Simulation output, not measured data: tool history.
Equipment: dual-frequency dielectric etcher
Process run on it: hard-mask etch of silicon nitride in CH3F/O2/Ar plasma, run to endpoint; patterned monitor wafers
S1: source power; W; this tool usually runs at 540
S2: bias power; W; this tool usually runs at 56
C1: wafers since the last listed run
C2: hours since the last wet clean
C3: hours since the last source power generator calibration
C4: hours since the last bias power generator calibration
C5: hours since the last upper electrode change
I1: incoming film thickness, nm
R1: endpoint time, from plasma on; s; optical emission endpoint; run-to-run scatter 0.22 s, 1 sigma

run	hour	S1	S2	C1	C2	C3	C4	C5	I1	R1
1	0	620	64	0	361.1	829.6	1328.9	3836.5	33.01	42.3
# hour 140.6: wet clean of the chamber
2	203.1	620	64	1613	62.5	1032.7	1532	4039.6	33.23	42.2
3	281.1	620	64	702	140.5	1110.7	1610	4117.6	32.75	41.7
4	337	540	56	503	196.4	1166.6	1665.9	4173.5	32.93	46.1
5	386.3	540	56	444	245.7	1215.9	1715.2	4222.8	32.6	46
6	465.5	470	64	713	324.9	1295.1	1794.4	4302	32.8	46.2
7	569.3	540	46	935	428.7	1398.9	1898.2	4405.8	32.67	49.6
8	629.2	540	46	539	488.6	1458.8	1958.1	4465.7	33.1	50.4
# hour 671.8: wet clean of the chamber
9	692.1	540	49	350	20.3	1521.7	2021	4528.6	32.66	45.5
10	782.7	540	49	816	110.9	1612.3	2111.6	4619.2	33.07	46.3
11	873.3	540	64	816	201.5	1702.9	2202.2	4709.8	33.12	42.5
12	918.2	540	64	404	246.4	1747.8	2247.1	4754.7	33.2	42.7
13	1014.6	540	56	868	342.8	1844.2	2343.5	4851.1	32.9	44.4
14	1100.2	540	56	771	428.4	1929.8	2429.1	4936.7	33.14	45.3
15	1158.7	540	56	527	486.9	1988.3	2487.6	4995.2	33.1	45.1
16	1195.7	540	56	333	523.9	2025.3	2524.6	5032.2	32.86	44.9
# hour 1249.8: wet clean of the chamber, repeated, since the last time left the tool worse
17	1250.1	540	56	273	0.3	2079.7	2579	5086.6	32.9	45.6
18	1312.6	610	48	563	62.8	2142.2	2641.5	5149.1	33.02	46
19	1408.5	540	61	864	158.7	2238.1	2737.4	5245	32.86	44.6
20	1453	610	56	400	203.2	2282.6	2781.9	5289.5	33.09	44
21	1593.3	630	69	1264	343.5	2422.9	2922.2	5429.8	32.55	40.1
22	1696.6	640	48	930	446.8	2526.2	3025.5	5533.1	33.02	45.8
# hour 1708.9: source power generator calibrated
23	1757.7	540	56	514	507.9	48.8	3086.6	5594.2	32.88	46.1
# hour 1857.2: bias power generator calibrated
# hour 1870.9: wet clean of the chamber
24	1871.4	540	49	865	0.5	162.5	14.2	5707.9	33.09	47.9
# hour 1903.9: upper electrode replaced
25	1932.9	460	62	337	62	224	75.7	29	32.62	46.1
26	1999	470	43	595	128.1	290.1	141.8	95.1	32.55	52.3
27	2049.8	640	67	457	178.9	340.9	192.6	145.9	33.03	40.6
28	2093	420	67	389	222.1	384.1	235.8	189.1	32.89	47.4
29	2132.9	500	47	359	262	424	275.7	229	33.15	51
30	2230.6	440	50	880	359.7	521.7	373.4	326.7	33.15	52.3
31	2283.5	410	56	476	412.6	574.6	426.3	379.6	32.54	50.3
# hour 2449.1: wet clean of the chamber
32	2452.2	660	66	1303	3.1	743.3	595	548.3	33.3	40.3
33	2548.7	540	56	869	99.6	839.8	691.5	644.8	32.68	45.6
34	2647.3	540	49	888	198.2	938.4	790.1	743.4	32.96	47.7
35	2727.7	630	69	724	278.6	1018.8	870.5	823.8	32.85	40.4

Hidden state, per run?
source power that arrives over what is set, %: 0 on each run
bias power that arrives over what is set, %: 0 on each run
H1: etch rate over this chamber's usual, %
run	H1
1	-1.61
2	-0.473
3	-0.805
4	-1.04
5	-1.25
6	-1.59
7	-2.03
8	-2.28
9	3.66
10	3.28
11	2.89
12	2.7
13	2.29
14	1.93
15	1.68
16	1.52
17	0.0751
18	-0.191
19	-0.598
20	-0.787
21	-1.38
22	-1.82
23	-2.08
24	-0.319
25	-0.581
26	-0.862
27	-1.08
28	-1.26
29	-1.43
30	-1.85
31	-2.07
32	0.115
33	-0.295
34	-0.714
35	-1.06
